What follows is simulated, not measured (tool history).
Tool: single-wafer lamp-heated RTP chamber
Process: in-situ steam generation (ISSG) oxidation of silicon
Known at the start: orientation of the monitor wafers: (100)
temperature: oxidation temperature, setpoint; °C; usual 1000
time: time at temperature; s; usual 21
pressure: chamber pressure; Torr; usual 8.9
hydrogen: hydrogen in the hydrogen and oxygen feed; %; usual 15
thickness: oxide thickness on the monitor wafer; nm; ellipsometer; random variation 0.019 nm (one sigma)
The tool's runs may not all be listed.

run     day  temperature  time  pressure  hydrogen  wafers since the last listed run  wafers since the last pyrometer calibration  hours since the pressure gauge was zeroed  hours since the hydrogen flow controller was replaced  hours since the gauge calibration  read-back reference wafer on the same gauge, thickness  thickness
  1   0.000         1000    21       8.9        15                                 0                                         4586                                      803.2                                                 2229.3                             1498.0                                                   4.487      5.084
  2   1.867         1000    21       8.9        17                               436                                         5023                                      848.0                                                 2274.1                             1542.8                                                   4.484      5.266
  3   4.746         1000    21       8.9        17                               673                                         5697                                      917.1                                                 2343.2                             1611.9                                                   4.484      5.266
  4   5.875         1000    21       8.9        17                               264                                         5961                                      944.2                                                 2370.3                             1639.0                                                   4.482      5.288
      6.517  -- pyrometer window cleaned and pyrometer calibrated
  5   8.633         1000    21       8.9        11                               567                                          495                                     1010.4                                                 2436.5                             1705.2                                                   4.485      4.683
  6  10.125         1014    21       8.9        15                               349                                          844                                     1046.2                                                 2472.3                             1741.0                                                   4.479      5.316
     17.583  -- gauge calibrated
  7  18.100         1000    21       8.9        15                              1866                                         2710                                     1237.6                                                 2663.7                               12.4                                                   4.480      4.995
  8  19.596         1000    21       8.9        15                               350                                         3060                                     1273.5                                                 2699.6                               48.3                                                   4.478      5.036
  9  20.646         1000    21       8.9        15                               245                                         3306                                     1298.7                                                 2724.8                               73.5                                                   4.483      5.040
 10  21.871         1000    15       9.7        19                               286                                         3593                                     1328.1                                                 2754.2                              102.9                                                   4.479      4.507
 11  24.817         1019    21       8.9        15                               689                                         4282                                     1398.8                                                 2824.9                              173.6                                                   4.475      5.522
 12  27.192         1000    21       8.9        15                               555                                         4838                                     1455.8                                                 2881.9                              230.6                                                   4.471      5.076
 13  29.708         1000    16       7.9        15                               588                                         5427                                     1516.2                                                 2942.3                              291.0                                                   4.484      4.478
 14  31.929         1000    16       8.9        15                               519                                         5947                                     1569.5                                                 2995.6                              344.3                                                   4.477      4.457
 15  33.612         1020    13       8.9        15                               393                                         6340                                     1609.9                                                 3036.0                              384.7                                                   4.479      4.413
 16  36.142         1000    21       8.9        15                               591                                         6932                                     1670.6                                                 3096.7                              445.4                                                   4.476      5.133
     38.350  -- pyrometer window cleaned and pyrometer calibrated
     38.733  -- pressure gauge zeroed
 17  38.754          993    21       8.9        15                               455                                           16                                        0.5                                                 3159.4                              508.1                                                   4.475      4.836
 18  40.650         1000    21       8.9        24                               443                                          460                                       46.0                                                 3204.9                              553.6                                                   4.481      5.563
 19  42.738         1000    21       8.9        15                               488                                          948                                       96.1                                                 3255.0                              603.7                                                   4.486      5.017
     44.008  -- hydrogen flow controller replaced
 20  49.725         1017    24      10.1        15                              1557                                         2505                                      263.8                                                  137.2                              771.4                                                   4.488      5.760
 21  51.642         1000    28       8.9        15                               448                                         2954                                      309.8                                                  183.2                              817.4                                                   4.482      5.849
 22  54.242         1000    14       8.2        24                               608                                         3562                                      372.2                                                  245.6                              879.8                                                   4.476      4.730
 23  55.392         1000    25       8.9        15                               269                                         3831                                      399.8                                                  273.2                              907.4                                                   4.480      5.524
 24  57.038         1000    28       8.9        15                               385                                         4217                                      439.3                                                  312.7                              946.9                                                   4.486      5.852
 25  63.842         1000    21       8.9        15                              1592                                         5809                                      602.6                                                  476.0                             1110.2                                                   4.478      5.120
 26  65.233          982    21       8.9        15                               325                                         6134                                      636.0                                                  509.4                             1143.6                                                   4.483      4.744
 27  67.942         1000    21       9.7        15                               633                                         6768                                      701.0                                                  574.4                             1208.6                                                   4.483      5.064
 28  69.100         1000    21       8.9        19                               271                                         7039                                      728.8                                                  602.2                             1236.4                                                   4.485      5.411
     71.512  -- pyrometer window cleaned and pyrometer calibrated
 29  71.600         1006    21       8.9        20                               507                                           20                                      788.8                                                  662.2                             1296.4                                                   4.483      5.442
 30  74.262          982    21       8.9        15                               623                                          643                                      852.7                                                  726.1                             1360.3                                                   4.478      4.665

The tool's hidden state at each run:
true pressure minus gauge reading, Torr: 0 in every run
deviation of the hydrogen flow from its setpoint, %: 0 in every run
gauge reads high (%): 0 in every run
H1: true wafer temperature minus pyrometer reading, K
run     H1
  1   5.05
  2   5.46
  3   6.09
  4   6.34
  5  0.519
  6  0.847
  7    2.6
  8   2.93
  9   3.16
 10   3.43
 11   4.08
 12    4.6
 13   5.15
 14   5.64
 15   6.01
 16   6.57
 17  0.954
 18   1.37
 19   1.83
 20   3.37
 21   3.79
 22   4.36
 23   4.61
 24   4.97
 25   6.47
 26   6.77
 27   7.37
 28   7.62
 29  0.684
 30   1.27
